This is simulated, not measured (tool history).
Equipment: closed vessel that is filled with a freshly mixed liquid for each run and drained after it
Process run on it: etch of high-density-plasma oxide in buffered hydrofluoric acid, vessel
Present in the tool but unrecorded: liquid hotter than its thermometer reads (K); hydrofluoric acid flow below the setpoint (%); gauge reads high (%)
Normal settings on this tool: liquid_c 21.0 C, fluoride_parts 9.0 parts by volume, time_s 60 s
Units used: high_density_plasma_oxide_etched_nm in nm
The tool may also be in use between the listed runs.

run	hour	liquid_c	fluoride_parts	time_s	wafers since the last listed run	hours since the thermometer was replaced	hours since the hydrofluoric acid flow meter was replaced	hours since the gauge calibration	read-back film thickness of the high-density-plasma oxide reference wafer, read on the same gauge (nm)	high_density_plasma_oxide_etched_nm
1	0.0	18.5	9.0	60	0	725.6	477.7	917.0	143.16	57.17
# hour 26.6: thermometer replaced
2	77.7	21.0	9.0	60	10202	51.1	555.4	994.7	143.37	67.07
3	116.3	21.0	9.0	60	5134	89.7	594.0	1033.3	143.49	66.82
4	169.7	17.5	9.0	60	7103	143.1	647.4	1086.7	143.64	54.82
5	276.0	17.5	9.0	60	14140	249.4	753.7	1193.0	144.06	55.41
6	375.7	17.5	9.0	60	13262	349.1	853.4	1292.7	144.36	55.90
# hour 415.9: hydrofluoric acid flow meter replaced
7	464.1	21.0	9.0	60	11626	437.5	48.2	1381.1	144.63	67.62
8	518.0	21.0	9.0	60	7169	491.4	102.1	1435.0	144.80	68.04
9	605.1	21.0	9.0	60	11586	578.5	189.2	1522.1	145.10	68.44
10	706.2	21.0	9.0	80	13448	679.6	290.3	1623.2	145.45	90.68
# hour 772.6: thermometer replaced
11	775.0	21.0	9.0	80	9018	2.4	359.1	1692.0	145.59	91.32
12	828.4	21.0	9.0	60	7103	55.8	412.5	1745.4	145.83	67.32
13	878.7	21.0	9.0	60	6691	106.1	462.8	1795.7	145.95	67.33
14	975.4	21.0	9.0	60	12863	202.8	559.5	1892.4	146.27	68.66
15	1055.8	21.0	9.0	60	10695	283.2	639.9	1972.8	146.49	68.78
16	1157.5	19.5	6.0	45	13528	384.9	741.6	2074.5	146.89	70.50
# hour 1170.3: hydrofluoric acid flow meter replaced
17	1217.1	25.5	9.0	60	7795	444.5	46.8	2134.1	147.04	88.00
18	1303.0	17.0	9.0	60	11426	530.4	132.7	2220.0	147.37	55.08
19	1348.9	21.0	9.0	60	6105	576.3	178.6	2265.9	147.48	69.23
# hour 1391.6: thermometer replaced
20	1402.1	21.0	9.0	60	6943	10.5	231.8	2319.1	147.72	69.00
21	1468.8	23.5	8.0	50	8872	77.2	298.5	2385.8	147.86	75.56
# hour 1479.0: gauge calibrated
22	1575.4	21.0	9.0	60	14180	183.8	405.1	96.4	140.73	66.70
23	1636.4	24.0	12.0	60	8114	244.8	466.1	157.4	140.95	60.39
24	1919.0	24.5	6.5	35	37592	527.4	748.7	440.0	141.89	66.18
25	1986.8	17.0	7.5	60	9018	595.2	816.5	507.8	142.07	64.58
# hour 2008.8: hydrofluoric acid flow meter replaced
26	2083.0	21.0	9.0	60	12663	691.4	74.2	604.0	142.39	66.87
27	2121.5	18.5	5.5	60	5121	729.9	112.7	642.5	142.49	94.08
# hour 2184.3: thermometer replaced
28	2223.3	18.0	11.5	60	13408	39.0	214.5	744.3	142.82	46.21

Predict each of these 4 candidate next runs independently; none follows another, all start after run 28:
A	2224.0	23.0	9.0	60	93	39.7	215.2	745.0	?	?
B	2224.0	25.5	7.5	85	93	39.7	215.2	745.0	?	?
C	2224.0	24.0	9.0	60	93	39.7	215.2	745.0	?	?
D	2224.0	17.0	6.5	35	93	39.7	215.2	745.0	?	?

run	read-back film thickness of the high-density-plasma oxide reference wafer, read on the same gauge (nm)	high_density_plasma_oxide_etched_nm
A	142.83	74.17
B	142.83	146.66
C	142.83	78.34
D	142.83	43.30
Without the tool's hidden state the same runs would have given:
run	high_density_plasma_oxide_etched_nm
A	72.70
B	143.75
C	76.78
D	42.45

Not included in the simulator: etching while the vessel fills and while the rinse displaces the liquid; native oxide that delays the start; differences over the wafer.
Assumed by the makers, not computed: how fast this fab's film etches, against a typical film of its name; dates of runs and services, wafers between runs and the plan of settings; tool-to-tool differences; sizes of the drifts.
